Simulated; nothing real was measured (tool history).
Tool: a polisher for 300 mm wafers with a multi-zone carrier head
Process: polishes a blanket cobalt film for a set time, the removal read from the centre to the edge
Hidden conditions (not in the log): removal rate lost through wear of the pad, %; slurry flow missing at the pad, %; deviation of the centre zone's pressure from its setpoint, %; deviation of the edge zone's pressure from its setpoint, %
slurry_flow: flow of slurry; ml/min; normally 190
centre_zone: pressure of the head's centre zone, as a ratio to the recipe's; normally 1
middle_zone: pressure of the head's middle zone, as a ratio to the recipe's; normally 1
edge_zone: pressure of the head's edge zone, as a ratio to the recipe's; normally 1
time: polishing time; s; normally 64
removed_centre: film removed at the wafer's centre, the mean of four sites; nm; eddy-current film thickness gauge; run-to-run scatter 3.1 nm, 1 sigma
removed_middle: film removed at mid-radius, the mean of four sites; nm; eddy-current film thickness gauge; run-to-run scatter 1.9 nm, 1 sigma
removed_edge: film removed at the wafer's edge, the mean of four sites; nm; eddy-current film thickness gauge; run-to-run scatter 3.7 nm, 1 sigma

run    hour  slurry_flow  centre_zone  middle_zone  edge_zone  time  wafers since the last listed run  wafers polished on this pad  hours since the slurry nozzle was cleaned  hours since the centre zone pressure was calibrated  hours since the edge zone pressure was calibrated  hours since the carrier head's membrane was replaced  incoming thickness of the incoming film, nm  removed_centre  removed_middle  removed_edge
  1       0          190            1            1          1    73                                 0                           62                                       59.4                                                624.3                                              180.4                                                 836.4                                       1121.5           373.8           343.4         337.5
       22.8  -- centre zone pressure recalibrated
  2    67.6          190            1            1          1    64                               593                          655                                        127                                                 44.8                                                248                                                   904                                       1129.7           305.3             301           298
  3   128.4          190            1            1          1    64                               550                         1206                                      187.8                                                105.6                                              308.8                                                 964.8                                       1120.4           312.1           301.1         299.7
  4   185.3          225         0.97            1          1    64                               514                         1721                                      244.7                                                162.5                                              365.7                                                1021.7                                       1108.4           310.1           307.6         306.2
        230  -- carrier head's membrane replaced by a new one
  5   279.8          225         0.97            1          1    64                               809                         2531                                      339.2                                                  257                                              460.2                                                  49.8                                       1118.2           318.3           308.5         308.1
  6   543.9          190            1            1          1    64                              2390                         4921                                      603.3                                                521.1                                              724.3                                                 313.9                                       1120.9           321.1             304         303.4
      638.7  -- slurry nozzle cleaned
  7   646.6          190            1            1          1    47                               920                         5841                                        7.9                                                623.8                                                827                                                 416.6                                       1120.2             240           222.6         221.7
        661  -- worn pad replaced by a new one
      684.9  -- centre zone pressure recalibrated
  8   709.8          190         0.96            1          1    54                               517                          423                                       71.1                                                 24.9                                              890.2                                                 479.8                                       1135.9           249.6           253.9         255.7
  9   794.7          190            1            1          1    54                               768                         1192                                        156                                                109.8                                              975.1                                                 564.7                                       1120.4           261.2           254.4         250.5
 10   850.9          150         1.11         0.94          1    55                               508                         1700                                      212.2                                                  166                                             1031.3                                                 620.9                                       1119.1           277.2           240.5         249.5
 11   949.3          150         0.92         1.05       1.03    64                               890                         2591                                      310.6                                                264.4                                             1129.7                                                 719.3                                         1123           293.2           305.2           304
 12  1012.8          190            1            1          1    64                               574                         3165                                      374.1                                                327.9                                             1193.2                                                 782.8                                       1116.5           324.3             306         299.4
 13  1062.6          150         0.96            1       1.11    46                               450                         3616                                      423.9                                                377.7                                               1243                                                 832.6                                       1124.8           214.8           210.6         219.5
 14  1143.5          150            1            1          1    64                               732                         4348                                      504.8                                                458.6                                             1323.9                                                 913.5                                       1102.9           308.7           291.9         295.2
     1163.4  -- carrier head's membrane replaced by a new one
 15  1228.3          190            1            1          1    64                               722                         5070                                      589.6                                                543.4                                             1408.7                                                  64.9                                       1127.6           324.7           301.5           292
     1263.7  -- edge zone pressure recalibrated
     1295.6  -- slurry nozzle cleaned
     1318.4  -- worn pad replaced by a new one
 16  1334.3          190            1            1          1    51                               895                          144                                       38.7                                                649.4                                               70.6                                                 170.9                                       1124.4             263           239.7         241.1
 17  1436.6          190            1            1          1    64                               925                         1069                                        141                                                751.7                                              172.9                                                 273.2                                       1121.9           331.4           304.3           303
     1477.3  -- centre zone pressure recalibrated
 18  1485.4          160         0.97            1          1    51                               423                         1493                                      189.8                                                  8.1                                              221.7                                                   322                                       1126.8           226.1           235.7           233
 19  1574.4          130          0.9         0.95       1.08    64                               805                         2298                                      278.8                                                 97.1                                              310.7                                                   411                                       1113.2           274.9           276.7         298.9
 20  1672.5          170            1            1          1    64                               887                         3186                                      376.9                                                195.2                                              408.8                                                 509.1                                       1107.4           309.8             294         297.7
 21  1724.2          190            1            1          1    43                               467                         3654                                      428.6                                                246.9                                              460.5                                                 560.8                                       1113.7           215.2           202.4         204.8

Each row is a separate what-if for the run after 21, all from the same tool condition, not one after another. Results?
  A  1724.6          190            1          0.9          1    64                                 3                         3657                                        429                                                247.3                                              460.9                                                 561.2                                       1124.3               ?               ?             ?
  B  1724.6          190            1            1       1.11    64                                 3                         3657                                        429                                                247.3                                              460.9                                                 561.2                                       1124.3               ?               ?             ?
  C  1724.6          190         1.05            1       1.07    64                                 3                         3657                                        429                                                247.3                                              460.9                                                 561.2                                       1124.3               ?               ?             ?
  D  1724.6          190         1.12            1          1    43                                 3                         3657                                        429                                                247.3                                              460.9                                                 561.2                                       1124.3               ?               ?             ?
  E  1724.6          140          1.1            1       1.09    77                                 3                         3657                                        429                                                247.3                                              460.9                                                 561.2                                       1124.3               ?               ?             ?

run  removed_centre  removed_middle  removed_edge
  A           326.5           275.8         306.1
  B           326.7           301.2         318.5
  C             339           301.2         313.8
  D           239.3           202.3         205.4
  E           402.4           346.8         368.5
Stripped of hidden state, with their random variation kept, the same runs would have yielded:
run  removed_centre  removed_middle  removed_edge
  A           306.6           275.9         306.1
  B           306.8           301.3         318.5
  C           318.4           301.3         313.8
  D           224.8           202.4         205.4
  E           378.1           346.9         368.5

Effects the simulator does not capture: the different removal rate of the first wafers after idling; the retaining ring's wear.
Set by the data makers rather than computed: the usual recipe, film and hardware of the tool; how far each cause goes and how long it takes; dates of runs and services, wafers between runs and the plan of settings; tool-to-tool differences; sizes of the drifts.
